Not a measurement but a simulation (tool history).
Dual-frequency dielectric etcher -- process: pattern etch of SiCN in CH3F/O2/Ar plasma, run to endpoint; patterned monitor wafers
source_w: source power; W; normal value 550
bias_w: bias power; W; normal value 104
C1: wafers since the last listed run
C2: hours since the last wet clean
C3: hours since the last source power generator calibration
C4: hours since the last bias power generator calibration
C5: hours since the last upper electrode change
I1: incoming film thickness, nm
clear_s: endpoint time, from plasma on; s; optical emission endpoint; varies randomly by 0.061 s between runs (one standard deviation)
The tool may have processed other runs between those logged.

Run 1, hour 0: usual settings but source_w 620 W; C1 0; C2 430.3; C3 3652.7; C4 2826.6; C5 198.8; I1 9.35. Result: clear_s 19 s.
Run 2, hour 41.3: usual settings but source_w 620 W; C1 759; C2 471.6; C3 3694; C4 2867.9; C5 240.1; I1 9.43. Result: clear_s 19.1 s.
Run 3, hour 130.1: usual settings; C1 1633; C2 560.4; C3 3782.8; C4 2956.7; C5 328.9; I1 9.44. Result: clear_s 19.7 s.
At hour 176.6: wet clean of the chamber.
Run 4, hour 230.3: usual settings but source_w 610 W; C1 1401; C2 53.7; C3 3883; C4 3056.9; C5 429.1; I1 9.33. Result: clear_s 19.2 s.
Run 5, hour 307.9: usual settings but source_w 590 W; C1 1427; C2 131.3; C3 3960.6; C4 3134.5; C5 506.7; I1 9.34. Result: clear_s 19.3 s.
Run 6, hour 361.5: usual settings but source_w 590 W; C1 985; C2 184.9; C3 4014.2; C4 3188.1; C5 560.3; I1 9.39. Result: clear_s 19.5 s.
Run 7, hour 419.6: usual settings but bias_w 89 W; C1 1068; C2 243; C3 4072.3; C4 3246.2; C5 618.4; I1 9.3. Result: clear_s 20.9 s.
Run 8, hour 468.5: usual settings but bias_w 89 W; C1 899; C2 291.9; C3 4121.2; C4 3295.1; C5 667.3; I1 9.37. Result: clear_s 21.1 s.
Run 9, hour 533.5: usual settings but bias_w 89 W; C1 1195; C2 356.9; C3 4186.2; C4 3360.1; C5 732.3; I1 9.27. Result: clear_s 20.7 s.
Run 10, hour 592.2: usual settings; C1 1079; C2 415.6; C3 4244.9; C4 3418.8; C5 791; I1 9.43. Result: clear_s 19.7 s.
Run 11, hour 634.8: usual settings; C1 783; C2 458.2; C3 4287.5; C4 3461.4; C5 833.6; I1 9.32. Result: clear_s 19.4 s.
Run 12, hour 687: usual settings; C1 960; C2 510.4; C3 4339.7; C4 3513.6; C5 885.8; I1 9.38. Result: clear_s 19.6 s.
At hour 740.1: bias power generator calibrated.
At hour 764.9: wet clean of the chamber.
Run 13, hour 765.4: usual settings but source_w 580 W; C1 927; C2 0.5; C3 4418.1; C4 25.3; C5 964.2; I1 9.41. Result: clear_s 20.1 s.
Run 14, hour 829.6: usual settings but source_w 640 W; C1 1180; C2 64.7; C3 4482.3; C4 89.5; C5 1028.4; I1 9.47. Result: clear_s 19.6 s.
Run 15, hour 910.9: usual settings but source_w 640 W; C1 1495; C2 146; C3 4563.6; C4 170.8; C5 1109.7; I1 9.37. Result: clear_s 19.3 s.
Run 16, hour 991: usual settings but bias_w 121 W; C1 1473; C2 226.1; C3 4643.7; C4 250.9; C5 1189.8; I1 9.51. Result: clear_s 19.1 s.
Run 17, hour 1069.8: usual settings but bias_w 97 W; C1 1449; C2 304.9; C3 4722.5; C4 329.7; C5 1268.6; I1 9.42. Result: clear_s 20.6 s.
At hour 1104.6: source power generator calibrated.
Run 18, hour 1166.2: usual settings; C1 1699; C2 401.3; C3 61.6; C4 426.1; C5 1365; I1 9.44. Result: clear_s 20 s.
At hour 1265.6: wet clean of the chamber.
Run 19, hour 1266.1: usual settings but source_w 650 W; C1 1396; C2 0.5; C3 161.5; C4 526; C5 1464.9; I1 9.33. Result: clear_s 19.1 s.
Run 20, hour 1347.3: usual settings but source_w 430 W; C1 1493; C2 81.7; C3 242.7; C4 607.2; C5 1546.1; I1 9.33. Result: clear_s 21.2 s.
Run 21, hour 1455.1: usual settings; C1 1982; C2 189.5; C3 350.5; C4 715; C5 1653.9; I1 9.47. Result: clear_s 20.2 s.
Run 22, hour 1491.8: usual settings but source_w 510 W; C1 675; C2 226.2; C3 387.2; C4 751.7; C5 1690.6; I1 9.43. Result: clear_s 20.4 s.
Run 23, hour 1580.6: usual settings but source_w 450 W, bias_w 97 W; C1 1633; C2 315; C3 476; C4 840.5; C5 1779.4; I1 9.39. Result: clear_s 21.5 s.
Run 24, hour 1619.3: usual settings; C1 711; C2 353.7; C3 514.7; C4 879.2; C5 1818.1; I1 9.43. Result: clear_s 19.9 s.
At hour 1704: upper electrode replaced.
Run 25, hour 1717.7: usual settings but source_w 650 W, bias_w 127 W; C1 1368; C2 452.1; C3 613.1; C4 977.6; C5 13.7; I1 9.36. Result: clear_s 17.3 s.
At hour 1784.7: wet clean of the chamber.
Run 26, hour 1808.8: usual settings; C1 1234; C2 24.1; C3 704.2; C4 1068.7; C5 104.8; I1 9.51. Result: clear_s 20.3 s.
Run 27, hour 1912.7: usual settings; C1 1911; C2 128; C3 808.1; C4 1172.6; C5 208.7; I1 9.45. Result: clear_s 20 s.
Run 28, hour 1958.6: usual settings but bias_w 80 W; C1 844; C2 173.9; C3 854; C4 1218.5; C5 254.6; I1 9.4. Result: clear_s 22.3 s.
Run 29, hour 1997.6: usual settings; C1 717; C2 212.9; C3 893; C4 1257.5; C5 293.6; I1 9.41. Result: clear_s 19.8 s.
Run 30, hour 2103: usual settings but source_w 460 W, bias_w 127 W; C1 1938; C2 318.3; C3 998.4; C4 1362.9; C5 399; I1 9.41. Result: clear_s 19 s.
Run 31, hour 2166.2: usual settings; C1 1162; C2 381.5; C3 1061.6; C4 1426.1; C5 462.2; I1 9.33. Result: clear_s 19.6 s.

4 options for the next run, each taken on its own from the tool as it stands now. Forecast them:
Run A, hour 2166.6: usual settings but bias_w 112 W; C1 7; C2 381.9; C3 1062; C4 1426.5; C5 462.6; I1 9.35. Result: clear_s ?.
Run B, hour 2166.6: usual settings but source_w 640 W, bias_w 129 W; C1 7; C2 381.9; C3 1062; C4 1426.5; C5 462.6; I1 9.35. Result: clear_s ?.
Run C, hour 2166.6: usual settings but source_w 440 W, bias_w 90 W; C1 7; C2 381.9; C3 1062; C4 1426.5; C5 462.6; I1 9.35. Result: clear_s ?.
Run D, hour 2166.6: usual settings but source_w 610 W, bias_w 96 W; C1 7; C2 381.9; C3 1062; C4 1426.5; C5 462.6; I1 9.35. Result: clear_s ?.

run  clear_s
  A       19
  B     17.2
  C     22.1
  D     19.8
Had the tool no hidden state, the same runs would have come out as:
run  clear_s
  A     19.7
  B     17.8
  C     22.9
  D     20.4

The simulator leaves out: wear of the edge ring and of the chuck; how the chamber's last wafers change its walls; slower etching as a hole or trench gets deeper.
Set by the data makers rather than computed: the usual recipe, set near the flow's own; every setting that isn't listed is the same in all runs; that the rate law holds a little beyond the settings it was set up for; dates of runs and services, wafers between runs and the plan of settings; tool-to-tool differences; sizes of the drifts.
